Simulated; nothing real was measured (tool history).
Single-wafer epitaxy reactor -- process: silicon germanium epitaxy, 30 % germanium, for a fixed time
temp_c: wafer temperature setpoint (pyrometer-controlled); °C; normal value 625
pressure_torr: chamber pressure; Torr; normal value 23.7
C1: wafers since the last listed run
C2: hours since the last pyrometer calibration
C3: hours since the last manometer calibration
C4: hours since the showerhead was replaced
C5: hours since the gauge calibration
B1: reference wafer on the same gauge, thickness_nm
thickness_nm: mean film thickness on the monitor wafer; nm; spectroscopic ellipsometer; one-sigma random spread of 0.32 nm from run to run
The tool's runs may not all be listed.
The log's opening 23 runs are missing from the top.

run 24 hour=639.0 | temp_c=637 pressure_torr=28.1 | C1=629 C2=426.8 C3=87.3 C4=407.5 C5=90.2 | B1=96.682 | thickness_nm=126.706
run 25 hour=668.2 | temp_c=625 pressure_torr=23.7 | C1=750 C2=456.0 C3=116.5 C4=436.7 C5=119.4 | B1=96.614 | thickness_nm=91.211
run 26 hour=685.1 | temp_c=618 pressure_torr=19.4 | C1=434 C2=472.9 C3=133.4 C4=453.6 C5=136.3 | B1=96.615 | thickness_nm=71.020
run 27 hour=719.0 | temp_c=619 pressure_torr=23.7 | C1=870 C2=506.8 C3=167.3 C4=487.5 C5=170.2 | B1=96.621 | thickness_nm=81.282
run 28 hour=745.3 | temp_c=625 pressure_torr=23.7 | C1=675 C2=533.1 C3=193.6 C4=513.8 C5=196.5 | B1=96.614 | thickness_nm=91.846
run 29 hour=769.6 | temp_c=631 pressure_torr=26.2 | C1=624 C2=557.4 C3=217.9 C4=538.1 C5=220.8 | B1=96.548 | thickness_nm=109.037
run 30 hour=790.2 | temp_c=625 pressure_torr=23.7 | C1=529 C2=578.0 C3=238.5 C4=558.7 C5=241.4 | B1=96.594 | thickness_nm=91.512
run 31 hour=813.9 | temp_c=625 pressure_torr=27.8 | C1=608 C2=601.7 C3=262.2 C4=582.4 C5=265.1 | B1=96.577 | thickness_nm=99.389
run 32 hour=845.1 | temp_c=625 pressure_torr=20.7 | C1=801 C2=632.9 C3=293.4 C4=613.6 C5=296.3 | B1=96.542 | thickness_nm=84.082
run 33 hour=876.0 | temp_c=612 pressure_torr=27.6 | C1=793 C2=663.8 C3=324.3 C4=644.5 C5=327.2 | B1=96.649 | thickness_nm=76.870
run 34 hour=895.4 | temp_c=632 pressure_torr=29.1 | C1=498 C2=683.2 C3=343.7 C4=663.9 C5=346.6 | B1=96.705 | thickness_nm=117.221
run 35 hour=910.4 | temp_c=614 pressure_torr=23.7 | C1=385 C2=698.2 C3=358.7 C4=678.9 C5=361.6 | B1=96.617 | thickness_nm=73.379

Predict each of these 4 candidate next runs independently; none follows another, all start after run 35:
run A hour=910.8 | temp_c=625 pressure_torr=23.7 | C1=10 C2=698.6 C3=359.1 C4=679.3 C5=362.0 | B1=? | thickness_nm=?
run B hour=910.8 | temp_c=618 pressure_torr=23.7 | C1=10 C2=698.6 C3=359.1 C4=679.3 C5=362.0 | B1=? | thickness_nm=?
run C hour=910.8 | temp_c=625 pressure_torr=28.6 | C1=10 C2=698.6 C3=359.1 C4=679.3 C5=362.0 | B1=? | thickness_nm=?
run D hour=910.8 | temp_c=635 pressure_torr=28.7 | C1=10 C2=698.6 C3=359.1 C4=679.3 C5=362.0 | B1=? | thickness_nm=?

run=A B1=96.593 thickness_nm=91.887
run=B B1=96.593 thickness_nm=79.979
run=C B1=96.593 thickness_nm=101.798
run=D B1=96.593 thickness_nm=123.828
With no hidden state in the tool, these same runs would have given:
run=A thickness_nm=92.687
run=B thickness_nm=80.659
run=C thickness_nm=102.684
run=D thickness_nm=124.940
